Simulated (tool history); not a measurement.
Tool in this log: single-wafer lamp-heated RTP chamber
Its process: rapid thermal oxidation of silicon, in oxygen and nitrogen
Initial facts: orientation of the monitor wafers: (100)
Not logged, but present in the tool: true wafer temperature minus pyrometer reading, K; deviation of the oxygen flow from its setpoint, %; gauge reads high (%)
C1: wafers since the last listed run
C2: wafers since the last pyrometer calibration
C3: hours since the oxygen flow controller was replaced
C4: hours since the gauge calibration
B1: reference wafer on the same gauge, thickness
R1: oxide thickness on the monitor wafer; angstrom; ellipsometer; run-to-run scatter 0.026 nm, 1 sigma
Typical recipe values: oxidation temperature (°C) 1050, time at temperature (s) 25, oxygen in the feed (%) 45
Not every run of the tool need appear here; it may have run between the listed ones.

run 1 day=0.000 | oxidation_temperature_(°C)=1050 time_at_temperature_(s)=25 oxygen_in_the_feed_(%)=45 | C1=0 C2=1254 C3=6008.1 C4=91.6 | B1=4.764 | R1=49.65
run 2 day=1.712 | oxidation_temperature_(°C)=1050 time_at_temperature_(s)=25 oxygen_in_the_feed_(%)=45 | C1=437 C2=1692 C3=6049.2 C4=132.7 | B1=4.763 | R1=49.33
run 3 day=5.462 | oxidation_temperature_(°C)=1050 time_at_temperature_(s)=25 oxygen_in_the_feed_(%)=45 | C1=958 C2=2651 C3=6139.2 C4=222.7 | B1=4.758 | R1=50.39
run 4 day=8.517 | oxidation_temperature_(°C)=1050 time_at_temperature_(s)=25 oxygen_in_the_feed_(%)=45 | C1=780 C2=3432 C3=6212.5 C4=296.0 | B1=4.761 | R1=51.38
-- day=10.425 pyrometer window cleaned and pyrometer calibrated
run 5 day=10.646 | oxidation_temperature_(°C)=1050 time_at_temperature_(s)=32 oxygen_in_the_feed_(%)=45 | C1=459 C2=56 C3=6263.6 C4=347.1 | B1=4.758 | R1=53.60
run 6 day=12.858 | oxidation_temperature_(°C)=1050 time_at_temperature_(s)=32 oxygen_in_the_feed_(%)=45 | C1=565 C2=622 C3=6316.7 C4=400.2 | B1=4.763 | R1=54.17
run 7 day=15.096 | oxidation_temperature_(°C)=1050 time_at_temperature_(s)=25 oxygen_in_the_feed_(%)=45 | C1=572 C2=1194 C3=6370.4 C4=453.9 | B1=4.763 | R1=49.16
run 8 day=19.371 | oxidation_temperature_(°C)=1050 time_at_temperature_(s)=25 oxygen_in_the_feed_(%)=45 | C1=1092 C2=2286 C3=6473.0 C4=556.5 | B1=4.757 | R1=50.05
run 9 day=20.975 | oxidation_temperature_(°C)=1050 time_at_temperature_(s)=25 oxygen_in_the_feed_(%)=45 | C1=410 C2=2697 C3=6511.5 C4=595.0 | B1=4.763 | R1=51.25
-- day=23.288 pyrometer window cleaned and pyrometer calibrated
run 10 day=23.308 | oxidation_temperature_(°C)=1050 time_at_temperature_(s)=17 oxygen_in_the_feed_(%)=56 | C1=511 C2=4 C3=6567.5 C4=651.0 | B1=4.761 | R1=45.28
run 11 day=26.675 | oxidation_temperature_(°C)=1050 time_at_temperature_(s)=17 oxygen_in_the_feed_(%)=56 | C1=860 C2=865 C3=6648.3 C4=731.8 | B1=4.764 | R1=45.20
run 12 day=28.988 | oxidation_temperature_(°C)=1029 time_at_temperature_(s)=30 oxygen_in_the_feed_(%)=32 | C1=591 C2=1456 C3=6703.8 C4=787.3 | B1=4.760 | R1=42.29

Run 13, settings as shown, results not yet in. Your forecast:
run 13 day=30.667 | oxidation_temperature_(°C)=1050 time_at_temperature_(s)=25 oxygen_in_the_feed_(%)=61 | C1=429 C2=1886 C3=6744.1 C4=827.6 | B1=? | R1=?

B1: 4.762
R1: 55.80 angstrom
The same run, on a tool lacking any hidden state, would have yielded R1 53.52 angstrom.
